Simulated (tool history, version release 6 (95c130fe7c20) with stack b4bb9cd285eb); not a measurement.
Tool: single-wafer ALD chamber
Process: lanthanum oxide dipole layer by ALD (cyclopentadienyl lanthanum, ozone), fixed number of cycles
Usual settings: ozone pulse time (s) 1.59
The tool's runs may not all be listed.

run	hour	ozone pulse time (s)	wafers since the last listed run	hours since the last thermocouple change	hours since the last ozone generator service	hours since the showerhead was replaced	hours since the gauge calibration	read-back reference wafer on the same gauge, thickness_nm	mean film thickness on the monitor wafer (angstrom)
1	0.0	1.21	0	759.7	523.8	6028.7	17.5	0.458	4.08
2	12.6	1.21	182	772.3	536.4	6041.3	30.1	0.458	4.10
3	59.5	1.21	679	819.2	583.3	6088.2	77.0	0.458	4.08
4	70.6	1.46	160	830.3	594.4	6099.3	88.1	0.458	4.39
5	79.4	1.59	127	839.1	603.2	6108.1	96.9	0.458	4.47
6	90.1	1.59	155	849.8	613.9	6118.8	107.6	0.458	4.49
7	97.0	1.59	100	856.7	620.8	6125.7	114.5	0.458	4.43
8	147.5	2.00	732	907.2	671.3	6176.2	165.0	0.458	4.69
9	154.0	1.59	94	913.7	677.8	6182.7	171.5	0.458	4.47
10	162.2	1.59	118	921.9	686.0	6190.9	179.7	0.458	4.45
11	171.5	1.59	134	931.2	695.3	6200.2	189.0	0.458	4.47
12	184.0	1.59	181	943.7	707.8	6212.7	201.5	0.458	4.48
# hour 203.7: showerhead replaced
13	204.2	1.59	176	963.9	728.0	0.5	221.7	0.458	4.44
14	207.7	1.59	50	967.4	731.5	4.0	225.2	0.458	4.41
# hour 222.6: gauge calibrated
15	225.1	1.59	252	984.8	748.9	21.4	2.5	0.458	4.46
# hour 242.5: thermocouple changed; heater temperature recalibrated
16	243.0	1.59	143	0.5	766.8	39.3	20.4	0.458	4.46
17	258.0	1.89	217	15.5	781.8	54.3	35.4	0.458	4.65
18	266.4	1.88	121	23.9	790.2	62.7	43.8	0.458	4.61
# hour 282.8: ozone generator serviced
19	284.0	1.40	139	41.5	1.2	80.3	61.4	0.458	4.60
20	291.0	1.87	101	48.5	8.2	87.3	68.4	0.458	4.84
21	304.3	2.10	192	61.8	21.5	100.6	81.7	0.458	4.88
22	310.4	1.43	88	67.9	27.6	106.7	87.8	0.459	4.60
23	327.0	2.02	240	84.5	44.2	123.3	104.4	0.458	4.83
24	333.3	2.08	91	90.8	50.5	129.6	110.7	0.458	4.86
25	340.6	1.92	105	98.1	57.8	136.9	118.0	0.458	4.79
26	352.2	1.59	168	109.7	69.4	148.5	129.6	0.458	4.69
27	369.9	1.59	256	127.4	87.1	166.2	147.3	0.458	4.60
28	377.0	1.10	102	134.5	94.2	173.3	154.4	0.458	4.19
29	384.4	1.07	107	141.9	101.6	180.7	161.8	0.458	4.12
30	420.3	2.16	520	177.8	137.5	216.6	197.7	0.458	4.81

4 ways to go on from here, each from the tool as it stands after run 30. What would each give?
A	420.7	1.59	5	178.2	137.9	217.0	198.1	?	?
B	420.7	2.15	5	178.2	137.9	217.0	198.1	?	?
C	420.7	2.13	5	178.2	137.9	217.0	198.1	?	?
D	420.7	1.17	5	178.2	137.9	217.0	198.1	?	?

run	read-back reference wafer on the same gauge, thickness_nm	mean film thickness on the monitor wafer (angstrom)
A	0.458	4.61
B	0.458	4.80
C	0.458	4.80
D	0.458	4.22
Without the tool's hidden state the same runs would have given:
run	mean film thickness on the monitor wafer (angstrom)
A	4.70
B	4.85
C	4.84
D	4.38
